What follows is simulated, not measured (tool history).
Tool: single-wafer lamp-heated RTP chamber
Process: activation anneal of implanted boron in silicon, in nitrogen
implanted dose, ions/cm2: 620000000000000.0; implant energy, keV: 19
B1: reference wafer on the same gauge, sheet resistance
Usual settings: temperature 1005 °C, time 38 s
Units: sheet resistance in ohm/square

{"run": 1, "hour": 0.0, "temperature": 1005, "time": 38, "B1": 183.15, "sheet resistance": 190.44}
{"run": 2, "hour": 43.3, "temperature": 1005, "time": 38, "B1": 183.3, "sheet resistance": 190.43}
{"hour": 106.9, "done": "reflector plate cleaned"}
{"hour": 285.6, "done": "pyrometer window cleaned and pyrometer calibrated"}
{"run": 3, "hour": 286.1, "temperature": 1005, "time": 38, "B1": 184.07, "sheet resistance": 191.59}
{"run": 4, "hour": 353.1, "temperature": 1005, "time": 38, "B1": 184.27, "sheet resistance": 191.06}
{"run": 5, "hour": 433.2, "temperature": 1005, "time": 53, "B1": 184.67, "sheet resistance": 190.96}
{"run": 6, "hour": 480.9, "temperature": 1005, "time": 53, "B1": 184.83, "sheet resistance": 190.56}
{"hour": 535.4, "done": "reflector plate cleaned"}
{"run": 7, "hour": 567.5, "temperature": 1005, "time": 53, "B1": 185.21, "sheet resistance": 191.2}
{"run": 8, "hour": 624.5, "temperature": 982, "time": 51, "B1": 185.51, "sheet resistance": 199.58}
{"run": 9, "hour": 688.9, "temperature": 982, "time": 51, "B1": 185.77, "sheet resistance": 199.82}
{"hour": 762.2, "done": "pyrometer window cleaned and pyrometer calibrated"}
{"hour": 773.4, "done": "gauge calibrated"}
{"run": 10, "hour": 792.0, "temperature": 982, "time": 51, "B1": 182.04, "sheet resistance": 194.76}
{"run": 11, "hour": 896.5, "temperature": 996, "time": 38, "B1": 182.11, "sheet resistance": 191.2}
{"hour": 920.9, "done": "reflector plate cleaned"}
{"run": 12, "hour": 950.5, "temperature": 996, "time": 38, "B1": 182.14, "sheet resistance": 191.38}
{"run": 13, "hour": 1001.0, "temperature": 1005, "time": 38, "B1": 182.2, "sheet resistance": 189.54}
{"run": 14, "hour": 1105.9, "temperature": 1021, "time": 23, "B1": 182.36, "sheet resistance": 188.11}
{"run": 15, "hour": 1166.7, "temperature": 984, "time": 27, "B1": 182.27, "sheet resistance": 198.04}
{"hour": 1264.6, "done": "pyrometer window cleaned and pyrometer calibrated"}
{"run": 16, "hour": 1272.5, "temperature": 1005, "time": 49, "B1": 182.58, "sheet resistance": 189.21}
{"run": 17, "hour": 1349.9, "temperature": 1005, "time": 38, "B1": 182.77, "sheet resistance": 190.26}
{"hour": 1396.9, "done": "reflector plate cleaned"}
{"run": 18, "hour": 1435.7, "temperature": 1016, "time": 54, "B1": 182.9, "sheet resistance": 187.12}
{"run": 19, "hour": 1586.3, "temperature": 1017, "time": 55, "B1": 183.29, "sheet resistance": 188.31}
{"hour": 1651.8, "done": "pyrometer window cleaned and pyrometer calibrated"}
{"run": 20, "hour": 1702.9, "temperature": 1005, "time": 38, "B1": 183.74, "sheet resistance": 190.97}
{"hour": 1843.1, "done": "reflector plate cleaned"}
{"run": 21, "hour": 2005.4, "temperature": 1005, "time": 38, "B1": 184.93, "sheet resistance": 192.01}
{"hour": 2050.3, "done": "gauge calibrated"}
{"run": 22, "hour": 2077.1, "temperature": 1027, "time": 54, "B1": 181.96, "sheet resistance": 185.24}
{"hour": 2113.2, "done": "pyrometer window cleaned and pyrometer calibrated"}
{"run": 23, "hour": 2168.9, "temperature": 1026, "time": 18, "B1": 182.05, "sheet resistance": 187.78}
{"hour": 2236.4, "done": "reflector plate cleaned"}
{"run": 24, "hour": 2238.6, "temperature": 1013, "time": 60, "B1": 182.11, "sheet resistance": 187.25}

The tool's hidden state at each run:
true wafer temperature minus pyrometer reading, K: 0 in every run
wafer temperature error from the tarnished reflector plate, K: 0 in every run
H1: gauge reads high (%)
run=1 H1=0.642
run=2 H1=0.705
run=3 H1=1.13
run=4 H1=1.27
run=5 H1=1.45
run=6 H1=1.56
run=7 H1=1.78
run=8 H1=1.93
run=9 H1=2.11
run=10 H1=0.0464
run=11 H1=0.0617
run=12 H1=0.0783
run=13 H1=0.0993
run=14 H1=0.16
run=15 H1=0.205
run=16 H1=0.302
run=17 H1=0.388
run=18 H1=0.497
run=19 H1=0.726
run=20 H1=0.934
run=21 H1=1.61
run=22 H1=-0.00684
run=23 H1=0.00687
run=24 H1=0.0289
